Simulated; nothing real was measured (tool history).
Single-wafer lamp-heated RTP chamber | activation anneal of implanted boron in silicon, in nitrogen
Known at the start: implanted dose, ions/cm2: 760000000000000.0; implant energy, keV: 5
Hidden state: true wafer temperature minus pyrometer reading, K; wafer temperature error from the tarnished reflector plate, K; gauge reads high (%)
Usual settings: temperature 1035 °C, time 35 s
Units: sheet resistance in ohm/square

| run | day | temperature | time | wafers since the last listed run | wafers since the last pyrometer calibration | wafers since the reflector plate was cleaned | hours since the gauge calibration | read-back reference wafer on the same gauge, sheet resistance | sheet resistance |
|---|---|---|---|---|---|---|---|---|---|
| 1 | 0.000 | 1035 | 35 | 0 | 1007 | 5331 | 1428.8 | 191.01 | 162.62 |
| 2 | 3.129 | 1035 | 35 | 698 | 1705 | 6029 | 1503.9 | 191.00 | 161.79 |
|  | 5.112 | reflector plate cleaned |
| 3 | 7.517 | 1035 | 35 | 904 | 2610 | 536 | 1609.2 | 191.05 | 163.54 |
| 4 | 9.150 | 1035 | 35 | 364 | 2975 | 901 | 1648.4 | 191.03 | 163.31 |
| 5 | 11.904 | 1035 | 35 | 614 | 3590 | 1515 | 1714.5 | 190.94 | 162.13 |
| 6 | 15.846 | 1049 | 20 | 879 | 4469 | 2395 | 1809.1 | 190.99 | 162.65 |
|  | 16.208 | pyrometer window cleaned and pyrometer calibrated |
| 7 | 19.821 | 1049 | 20 | 812 | 806 | 3208 | 1904.5 | 191.04 | 164.59 |
| 8 | 24.088 | 1035 | 35 | 952 | 1758 | 4160 | 2006.9 | 191.03 | 162.33 |
| 9 | 25.996 | 1035 | 35 | 425 | 2184 | 4586 | 2052.7 | 190.94 | 161.92 |
| 10 | 30.275 | 1016 | 35 | 955 | 3139 | 5541 | 2155.4 | 191.05 | 167.24 |
| 11 | 33.683 | 1016 | 35 | 760 | 3900 | 6302 | 2237.2 | 191.02 | 165.97 |
|  | 34.642 | pyrometer window cleaned and pyrometer calibrated |
| 12 | 35.404 | 1051 | 35 | 309 | 170 | 6612 | 2278.5 | 191.08 | 157.93 |
|  | 37.362 | reflector plate cleaned |
| 13 | 38.308 | 1035 | 35 | 573 | 744 | 211 | 2348.2 | 191.00 | 163.77 |
| 14 | 40.271 | 1035 | 35 | 438 | 1182 | 649 | 2395.3 | 190.99 | 163.82 |
| 15 | 42.308 | 1012 | 24 | 454 | 1636 | 1104 | 2444.2 | 191.03 | 175.36 |
| 16 | 44.383 | 1035 | 35 | 463 | 2100 | 1567 | 2494.0 | 191.00 | 162.01 |
| 17 | 48.775 | 1035 | 35 | 980 | 3080 | 2547 | 2599.4 | 191.00 | 161.85 |
| 18 | 51.708 | 1064 | 49 | 654 | 3734 | 3202 | 2669.8 | 190.92 | 152.50 |
| 19 | 53.400 | 1050 | 15 | 377 | 4112 | 3579 | 2710.4 | 191.05 | 163.46 |
|  | 54.733 | pyrometer window cleaned and pyrometer calibrated |
| 20 | 55.408 | 1027 | 55 | 373 | 150 | 3953 | 2758.6 | 191.03 | 162.10 |
| 21 | 59.446 | 1035 | 35 | 901 | 1051 | 4854 | 2855.5 | 190.96 | 162.33 |
| 22 | 62.483 | 1035 | 35 | 677 | 1729 | 5532 | 2928.4 | 190.96 | 161.75 |
|  | 66.000 | gauge calibrated |
| 23 | 66.800 | 1035 | 49 | 963 | 2692 | 6496 | 19.2 | 190.94 | 157.03 |
|  | 71.258 | reflector plate cleaned |
| 24 | 73.088 | 1014 | 14 | 1328 | 4021 | 408 | 170.1 | 190.96 | 179.21 |
|  | 74.979 | pyrometer window cleaned and pyrometer calibrated |
| 25 | 76.688 | 1035 | 35 | 729 | 381 | 1137 | 256.5 | 191.06 | 165.36 |
| 26 | 89.512 | 1052 | 16 | 2862 | 3244 | 4000 | 564.3 | 190.98 | 163.45 |
| 27 | 92.188 | 1013 | 26 | 597 | 3841 | 4597 | 628.5 | 191.02 | 171.77 |
|  | 94.654 | pyrometer window cleaned and pyrometer calibrated |
| 28 | 94.675 | 1035 | 35 | 480 | 4 | 5078 | 688.2 | 191.00 | 163.74 |
| 29 | 96.546 | 1061 | 21 | 417 | 422 | 5495 | 733.1 | 190.95 | 159.47 |

Forecast each of these 3 alternatives for the next run:
| A | 96.562 | 1017 | 35 | 3 | 426 | 5499 | 733.5 | ? | ? |
| B | 96.562 | 1045 | 43 | 3 | 426 | 5499 | 733.5 | ? | ? |
| C | 96.562 | 1035 | 27 | 3 | 426 | 5499 | 733.5 | ? | ? |

| run | read-back reference wafer on the same gauge, sheet resistance | sheet resistance |
|---|---|---|
| A | 190.98 | 169.75 |
| B | 190.98 | 158.03 |
| C | 190.98 | 165.75 |
Without the tool's hidden state the same runs would have given:
| run | sheet resistance |
|---|---|
| A | 173.98 |
| B | 160.95 |
| C | 169.32 |
